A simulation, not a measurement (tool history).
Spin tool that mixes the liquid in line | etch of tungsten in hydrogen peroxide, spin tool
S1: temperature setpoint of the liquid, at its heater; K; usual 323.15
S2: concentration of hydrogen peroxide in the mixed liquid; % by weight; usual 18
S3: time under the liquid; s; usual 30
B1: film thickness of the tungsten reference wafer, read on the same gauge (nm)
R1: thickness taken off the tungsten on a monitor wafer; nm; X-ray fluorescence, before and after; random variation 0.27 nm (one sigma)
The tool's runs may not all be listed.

run	day	S1	S2	S3	B1	R1
1	0	330.15	18	30	59.97	55.47
2	0.596	330.15	18	30	60.03	54.22
3	1.683	330.15	18	30	60.01	55.3
4	2.525	323.15	18	30	59.97	35.89
5	3.871	323.15	18	30	59.99	35.45
6	6.479	323.15	18	30	60	35.44
7	7.85	323.15	18	30	59.98	35.6
8	8.362	323.15	18	30	59.99	35.37
9	9.642	323.15	18	20	60	23.41
10	10.538	323.15	18	30	60	35.14
11	11.904	323.15	18	30	60	34.85
# day 13.021: heated supply line repaired
12	13.196	323.15	18	30	59.97	38.35
# day 14.058: peroxide flow meter replaced
13	14.171	323.15	18	30	60	37.43
# day 14.75: new drum of peroxide connected
# day 15.288: gauge calibrated
14	15.3	323.15	18	30	59.99	37.56
15	16.212	323.15	13.5	30	60	32.48
# day 17.45: thermometer replaced
16	17.667	318.15	12.5	20	60	15.32

Forecast run 17:
17	18.238	323.15	18	25	?	?

{"run 17": {"B1": 60.03, "R1": 31.03}}
Without the tool's hidden state the same run would have given R1 31.9 nm.

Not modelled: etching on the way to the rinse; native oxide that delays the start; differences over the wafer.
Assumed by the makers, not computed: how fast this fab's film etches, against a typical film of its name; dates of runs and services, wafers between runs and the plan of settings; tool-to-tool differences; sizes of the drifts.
